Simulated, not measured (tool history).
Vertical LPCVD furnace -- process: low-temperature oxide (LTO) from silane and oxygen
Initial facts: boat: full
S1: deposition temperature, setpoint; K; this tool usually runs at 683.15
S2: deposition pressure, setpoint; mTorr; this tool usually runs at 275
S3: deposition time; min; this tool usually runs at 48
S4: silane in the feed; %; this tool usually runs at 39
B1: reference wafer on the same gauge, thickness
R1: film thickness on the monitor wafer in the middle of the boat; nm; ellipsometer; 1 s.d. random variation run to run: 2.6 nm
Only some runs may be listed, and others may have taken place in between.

Run 1, day 0: usual settings but S4 43 %; B1 767.47. Result: R1 696.51 nm.
Run 2, day 0.604: usual settings; B1 767.1. Result: R1 629.42 nm.
Run 3, day 2.096: usual settings; B1 767.26. Result: R1 618.35 nm.
Run 4, day 3.129: usual settings; B1 767.5. Result: R1 622.82 nm.
Run 5, day 4.133: usual settings; B1 767. Result: R1 622.39 nm.
Run 6, day 4.967: usual settings; B1 767.05. Result: R1 621.55 nm.
Run 7, day 6.446: usual settings but S3 36 min; B1 767.33. Result: R1 466.02 nm.
Run 8, day 7.067: usual settings but S4 44 %; B1 766.72. Result: R1 717.74 nm.
Run 9, day 7.838: usual settings but S3 42 min; B1 767.93. Result: R1 540.08 nm.
Run 10, day 10.717: usual settings but S2 235 mTorr; B1 766.78. Result: R1 525.84 nm.
At day 10.746: gauge calibrated.
Run 11, day 11.825: usual settings but S2 330 mTorr, S3 64 min, S4 31 %; B1 766.86. Result: R1 740.3 nm.
Run 12, day 12.842: usual settings but S2 305 mTorr; B1 766.86. Result: R1 688.97 nm.
Run 13, day 13.854: usual settings but S2 325 mTorr, S4 41 %; B1 767.86. Result: R1 782.37 nm.
Run 14, day 15.188: usual settings but S1 673.15 K, S2 310 mTorr; B1 766.97. Result: R1 630.57 nm.
Run 15, day 15.812: usual settings but S1 689.15 K, S2 240 mTorr, S4 43 %; B1 766.58. Result: R1 633.35 nm.
Run 16, day 16.4: usual settings but S1 674.15 K, S4 35 %; B1 766.32. Result: R1 487.85 nm.
Run 17, day 17.183: usual settings; B1 766.48. Result: R1 616.15 nm.
Run 18, day 18.238: usual settings but S3 58.5 min, S4 44 %; B1 767.03. Result: R1 860.6 nm.
Run 19, day 18.767: usual settings but S2 250 mTorr; B1 766.67. Result: R1 558.55 nm.
At day 20.592: pressure gauge zeroed.
Run 20, day 20.612: usual settings but S1 675.15 K, S2 230 mTorr, S3 62.5 min, S4 43 %; B1 766.86. Result: R1 724.5 nm.
Run 21, day 20.783: usual settings but S1 677.15 K, S2 225 mTorr, S3 65.5 min; B1 766.57. Result: R1 676.3 nm.
At day 21.938: silane flow controller replaced.
Run 22, day 21.958: usual settings; B1 767.09. Result: R1 645.56 nm.
Run 23, day 22.554: usual settings but S4 46 %; B1 768.54. Result: R1 770.32 nm.
At day 24.042: thermocouples replaced and temperature profile calibrated.
Run 24, day 24.062: usual settings but S3 42 min; B1 766.67. Result: R1 568.5 nm.
Run 25, day 24.617: usual settings but S1 690.15 K, S2 300 mTorr; B1 767.05. Result: R1 761.89 nm.
Run 26, day 26.046: usual settings; B1 767.14. Result: R1 647.49 nm.
Run 27, day 30.475: usual settings; B1 766.67. Result: R1 643.89 nm.
Run 28, day 31.479: usual settings; B1 766.31. Result: R1 642.44 nm.
Run 29, day 32.833: usual settings but S1 671.15 K, S2 255 mTorr, S4 43 %; B1 766.56. Result: R1 585.58 nm.
Run 30, day 37.267: usual settings but S2 240 mTorr, S4 35 %; B1 767.13. Result: R1 493.59 nm.

What was the tool's hidden state at every run in the log?
true tube temperature minus thermocouple reading, K: 0 across all the runs
deviation of the silane flow from its setpoint, %: 0 across all the runs
gauge reads high (%): 0 across all the runs
H1: true pressure minus gauge reading, mTorr
run       H1
  1    -9.41
  2    -9.52
  3     -9.8
  4    -9.99
  5    -10.2
  6    -10.3
  7    -10.6
  8    -10.7
  9    -10.9
 10    -11.5
 11    -11.7
 12    -11.9
 13    -12.1
 14    -12.4
 15    -12.5
 16    -12.6
 17    -12.8
 18      -13
 19    -13.1
 20    0.152
 21    0.152
 22    0.151
 23    0.149
 24    0.143
 25    0.139
 26    0.129
 27   0.0752
 28   0.0588
 29   0.0341
 30  -0.0667

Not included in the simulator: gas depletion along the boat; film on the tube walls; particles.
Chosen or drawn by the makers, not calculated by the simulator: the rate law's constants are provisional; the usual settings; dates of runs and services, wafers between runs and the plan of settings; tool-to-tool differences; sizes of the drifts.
